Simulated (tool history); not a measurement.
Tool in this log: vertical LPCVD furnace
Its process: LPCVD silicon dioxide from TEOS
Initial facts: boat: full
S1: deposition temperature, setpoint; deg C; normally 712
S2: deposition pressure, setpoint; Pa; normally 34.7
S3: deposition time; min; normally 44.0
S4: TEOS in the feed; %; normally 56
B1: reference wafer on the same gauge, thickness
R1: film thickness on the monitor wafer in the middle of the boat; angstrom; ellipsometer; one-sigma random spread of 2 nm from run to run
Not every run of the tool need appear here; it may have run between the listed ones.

run    hour   S1    S2    S3  S4      B1      R1
  1     0.0  712  34.7  44.0  56  316.80  3639.1
  2    67.1  712  34.7  44.0  56  317.33  3624.1
      139.3  -- TEOS flow controller replaced
  3   139.8  712  34.7  44.0  56  317.29  3648.3
  4   179.2  712  34.7  44.0  56  316.88  3649.2
      242.1  -- pressure gauge zeroed
  5   242.6  712  34.7  44.0  56  317.01  3636.5
  6   267.3  712  34.7  44.0  56  316.94  3622.0
      300.3  -- gauge calibrated
  7   334.8  718  34.7  44.0  65  316.95  4513.8
      387.6  -- thermocouples replaced and temperature profile calibrated
  8   388.1  701  43.3  30.0  49  316.95  2125.1
  9   397.3  720  34.7  44.0  56  316.79  4592.3
 10   452.0  712  34.7  44.0  56  316.69  3795.6
 11   523.7  712  26.0  44.0  56  317.17  3294.5
 12   579.9  712  34.7  49.5  56  316.71  4271.4
 13   622.4  712  34.7  49.0  53  317.00  4184.2
 14   688.4  712  28.7  61.5  64  316.74  5273.6
 15   726.5  712  34.7  44.0  56  316.94  3840.9
 16   752.1  700  34.7  44.0  56  316.73  2931.0
      785.2  -- thermocouples replaced and temperature profile calibrated, repeated, since the last time left the tool worse
 17   785.7  720  28.7  39.0  63  316.90  3529.3
 18   818.7  707  34.7  53.0  56  316.89  3702.0
 19   862.9  712  34.7  44.0  46  316.72  3140.0
 20   923.3  712  34.7  44.0  62  317.27  3636.7
 21   965.2  716  34.7  44.0  56  316.79  3809.2
 22   992.4  712  28.7  44.0  56  316.84  3166.0
 23  1045.5  720  34.7  44.0  56  316.98  4184.5
 24  1081.2  719  34.7  44.0  56  317.17  4096.5
 25  1118.2  712  34.7  44.0  61  317.30  3640.7
 26  1165.7  712  34.7  44.0  56  317.00  3478.5
 27  1231.9  712  34.7  27.5  56  317.06  2184.1
 28  1298.7  712  34.7  56.5  49  317.11  4245.8
 29  1346.4  720  30.0  26.5  60  316.91  2444.2
 30  1399.3  712  30.7  52.5  56  317.15  3983.5
 31  1465.7  712  34.7  44.0  56  316.94  3520.3

The same runs without the tool's hidden state, with the same run-to-run variation:
The tool's hidden condition here consists of: true tube temperature minus thermocouple reading, K; true pressure minus gauge reading, mTorr; deviation of the TEOS flow from its setpoint, %; gauge reads high (%).
run      R1
  1  3434.1
  2  3419.4
  3  3441.7
  4  3442.2
  5  3429.7
  6  3415.8
  7  4259.4
  8  1913.1
  9  4149.2
 10  3415.6
 11  2956.1
 12  3824.3
 13  3740.3
 14  4703.0
 15  3420.8
 16  2600.6
 17  3523.8
 18  3690.6
 19  3124.6
 20  3609.8
 21  3775.2
 22  3134.2
 23  4135.2
 24  4043.0
 25  3587.9
 26  3422.6
 27  2144.5
 28  4160.2
 29  2392.4
 30  3891.9
 31  3433.3
